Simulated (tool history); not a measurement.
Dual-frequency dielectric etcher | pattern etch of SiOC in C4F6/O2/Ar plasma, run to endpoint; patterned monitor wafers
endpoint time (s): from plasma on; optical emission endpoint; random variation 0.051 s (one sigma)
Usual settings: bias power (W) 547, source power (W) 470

run    hour  bias power (W)  source power (W)  wafers since the last listed run  hours since the last wet clean  hours since the last bias power generator calibration  hours since the last source power generator calibration  hours since the last upper electrode change  incoming incoming film thickness, nm  endpoint time (s)
  1       0             547               400                                 0                           547.5                                                 3732.7                                                   1072.4                                       4210.5                                 35.57                9.8
       53.8  -- wet clean of the chamber
  2    66.3             547               400                               646                            12.5                                                   3799                                                   1138.7                                       4276.8                                 35.83               10.4
  3     108             547               470                               636                            54.2                                                 3840.7                                                   1180.4                                       4318.5                                 35.87                9.7
  4   167.5             547               470                               908                           113.7                                                 3900.2                                                   1239.9                                         4378                                  35.9                9.8
  5   202.8             547               470                               539                             149                                                 3935.5                                                   1275.2                                       4413.3                                 35.87                9.6
  6   259.9             448               380                               872                           206.1                                                 3992.6                                                   1332.3                                       4470.4                                 35.81               11.5
  7   301.3             468               470                               632                           247.5                                                   4034                                                   1373.7                                       4511.8                                 35.76               10.3
  8   369.3             468               470                              1038                           315.5                                                   4102                                                   1441.7                                       4579.8                                 36.26               10.3
  9   423.1             547               470                               821                           369.3                                                 4155.8                                                   1495.5                                       4633.6                                  36.1                9.6
 10   476.1             547               470                               809                           422.3                                                 4208.8                                                   1548.5                                       4686.6                                 35.93                9.4
 11   501.7             547               470                               391                           447.9                                                 4234.4                                                   1574.1                                       4712.2                                 35.84                9.3
 12   541.3             547               470                               604                           487.5                                                   4274                                                   1613.7                                       4751.8                                 35.65                9.3
      609.6  -- wet clean of the chamber
 13     613             547               470                               728                             3.4                                                 4345.7                                                   1685.4                                       4823.5                                 36.02                 10
 14     678             547               470                               992                            68.4                                                 4410.7                                                   1750.4                                       4888.5                                 36.02                9.8
 15   734.2             547               470                               858                           124.6                                                 4466.9                                                   1806.6                                       4944.7                                 35.74                9.7
 16   799.9             547               470                              1003                           190.3                                                 4532.6                                                   1872.3                                       5010.4                                 35.99                9.9
      846.5  -- upper electrode replaced
 17   857.9             489               570                               519                           248.3                                                 4590.6                                                   1930.3                                         11.4                                  35.8                9.6
        898  -- source power generator calibrated
      916.7  -- bias power generator calibrated
 18   957.8             547               470                              1403                           348.2                                                   41.1                                                     59.8                                        111.3                                 36.29                9.7
 19  1018.2             547               420                               922                           408.6                                                  101.5                                                    120.2                                        171.7                                 36.16                 10
     1097.2  -- wet clean of the chamber
 20  1097.7             628               390                               847                             0.5                                                    181                                                    199.7                                        251.2                                 36.21               10.1
 21  1139.3             494               400                               635                            42.1                                                  222.6                                                    241.3                                        292.8                                 36.02               11.1
 22  1288.8             676               470                              2283                           191.6                                                  372.1                                                    390.8                                        442.3                                 36.06                8.9
 23  1330.3             547               470                               633                           233.1                                                  413.6                                                    432.3                                        483.8                                 36.09                9.8
 24    1359             435               470                               438                           261.8                                                  442.3                                                      461                                        512.5                                 35.76               10.9
 25    1421             624               390                               946                           323.8                                                  504.3                                                      523                                        574.5                                 35.56                9.6
 26  1447.9             547               560                               410                           350.7                                                  531.2                                                    549.9                                        601.4                                 36.18                9.2
 27  1519.8             623               470                              1098                           422.6                                                  603.1                                                    621.8                                        673.3                                    36                  9
 28  1548.9             547               470                               444                           451.7                                                  632.2                                                    650.9                                        702.4                                 35.72                9.4
 29  1583.5             422               540                               528                           486.3                                                  666.8                                                    685.5                                          737                                 36.18               10.4
 30    1632             452               550                               740                           534.8                                                  715.3                                                      734                                        785.5                                 35.52                9.7

4 ways to go on from here, each from the tool as it stands after run 30. What would each give?
  A  1632.4             547               470                                 6                           535.2                                                  715.7                                                    734.4                                        785.9                                 35.73                  ?
  B  1632.4             625               440                                 6                           535.2                                                  715.7                                                    734.4                                        785.9                                 35.73                  ?
  C  1632.4             614               470                                 6                           535.2                                                  715.7                                                    734.4                                        785.9                                 35.73                  ?
  D  1632.4             655               380                                 6                           535.2                                                  715.7                                                    734.4                                        785.9                                 35.73                  ?

run  endpoint time (s)
  A                9.3
  B                8.9
  C                8.8
  D                9.2
Without the tool's hidden state the same runs would have given:
run  endpoint time (s)
  A                9.7
  B                9.3
  C                9.2
  D                9.6
